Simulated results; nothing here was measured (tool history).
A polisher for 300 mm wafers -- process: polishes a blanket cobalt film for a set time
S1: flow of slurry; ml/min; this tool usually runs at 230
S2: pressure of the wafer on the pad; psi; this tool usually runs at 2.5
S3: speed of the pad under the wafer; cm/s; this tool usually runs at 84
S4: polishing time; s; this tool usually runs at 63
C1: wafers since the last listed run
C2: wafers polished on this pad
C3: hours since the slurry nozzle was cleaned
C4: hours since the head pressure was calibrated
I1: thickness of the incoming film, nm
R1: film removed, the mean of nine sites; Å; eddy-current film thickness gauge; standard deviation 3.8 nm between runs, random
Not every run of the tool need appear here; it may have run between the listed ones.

run	hour	S1	S2	S3	S4	C1	C2	C3	C4	I1	R1
1	0	230	2.5	60	63	0	2805	584.7	52.5	1055.4	1959
2	49.3	230	2.5	84	80	436	3241	634	101.8	1066.4	3423
3	95.6	230	2.5	84	80	410	3651	680.3	148.1	1062.1	3387
4	140.8	230	2.5	84	80	400	4051	725.5	193.3	1081.3	3402
# hour 176.9: worn pad replaced by a new one
5	177.4	230	2.5	84	63	288	4	762.1	229.9	1072.3	2592
6	202	230	2.5	84	63	217	222	786.7	254.5	1073.1	2529
# hour 222.1: slurry nozzle cleaned
7	255.5	230	2.5	84	63	464	687	33.4	308	1046.1	2516
8	312.2	230	2.5	84	63	502	1189	90.1	364.7	1065.4	2480
9	358.1	230	2.5	84	63	406	1595	136	410.6	1057.4	2563
10	423.6	230	2.5	84	63	580	2175	201.5	476.1	1056.6	2485
11	447.7	230	2.5	84	63	213	2389	225.6	500.2	1074.1	2484
12	494	230	2.5	84	63	410	2799	271.9	546.5	1065.6	2471
13	539.2	250	2.5	84	63	400	3199	317.1	591.7	1059.1	2502
14	573.6	230	2.5	84	63	304	3504	351.5	626.1	1070.8	2469
15	640.2	200	2.5	84	71	589	4094	418.1	692.7	1081.7	2726
# hour 673.6: worn pad replaced by a new one, repeated, since the last time left the tool worse
16	708.5	265	3.4	84	63	569	308	486.4	761	1067.5	3894
17	741.4	230	2.5	84	63	291	600	519.3	793.9	1071.9	2834
18	810.5	230	2.5	102	63	611	1212	588.4	863	1078.2	3318
# hour 813.3: head pressure recalibrated
19	850.1	230	2.5	84	63	332	1545	628	36.8	1082.3	2870
20	875.5	275	2.5	84	54	224	1770	653.4	62.2	1086.4	2448
21	908.9	190	2.5	84	63	295	2066	686.8	95.6	1050.9	2685
22	955	230	1.8	98	46	408	2474	732.9	141.7	1083.4	1664
23	993.1	230	2.5	84	63	337	2811	771	179.8	1062.1	2693
# hour 1028.4: slurry nozzle cleaned
24	1060.7	310	2.5	84	63	589	3401	32.3	247.4	1069.4	2782
25	1125.4	250	2.5	76	50	572	3974	97	312.1	1072.8	1919
# hour 1168.1: worn pad replaced by a new one
26	1173	230	3.4	112	63	386	43	144.6	359.7	1070.8	5048
27	1221.5	295	1.9	106	54	429	472	193.1	408.2	1063.2	2400
28	1268.4	195	2.5	84	63	415	888	240	455.1	1067.2	2750
29	1311.5	160	2.5	102	63	381	1270	283.1	498.2	1054.1	3206
30	1353	230	1.8	112	47	367	1637	324.6	539.7	1056.9	1970
31	1377.6	230	1.8	84	63	217	1855	349.2	564.3	1074	2036
32	1419.2	230	2.5	84	63	368	2223	390.8	605.9	1082.2	2797
33	1456.5	200	1.8	84	63	330	2554	428.1	643.2	1080.9	1946
34	1484.6	260	2.5	84	63	248	2803	456.2	671.3	1074	2765
35	1534	300	2.5	84	48	437	3240	505.6	720.7	1073.1	2105
36	1568.2	230	2.5	84	63	302	3543	539.8	754.9	1081.1	2648
37	1600	280	2.5	58	63	281	3825	571.6	786.7	1073.8	1879
38	1659.1	230	2.1	94	49	523	4348	630.7	845.8	1079.4	1946

What was the tool's hidden state at every run in the log?
slurry flow missing at the pad, %: 0 across all the runs
deviation of the head's pressure from its setpoint, %: 0 across all the runs
H1: removal rate lost through wear of the pad, %
run	H1
1	2.62
2	3.49
3	4.41
4	5.42
5	9.44
6	9.46
7	9.6
8	9.91
9	10.3
10	11
11	11.3
12	12
13	12.8
14	13.5
15	14.9
16	0.381
17	0.467
18	0.829
19	1.15
20	1.39
21	1.77
22	2.37
23	2.96
24	4.18
25	5.57
26	0.437
27	0.509
28	0.694
29	0.962
30	1.31
31	1.56
32	2.05
33	2.56
34	3
35	3.86
36	4.53
37	5.21
38	6.6
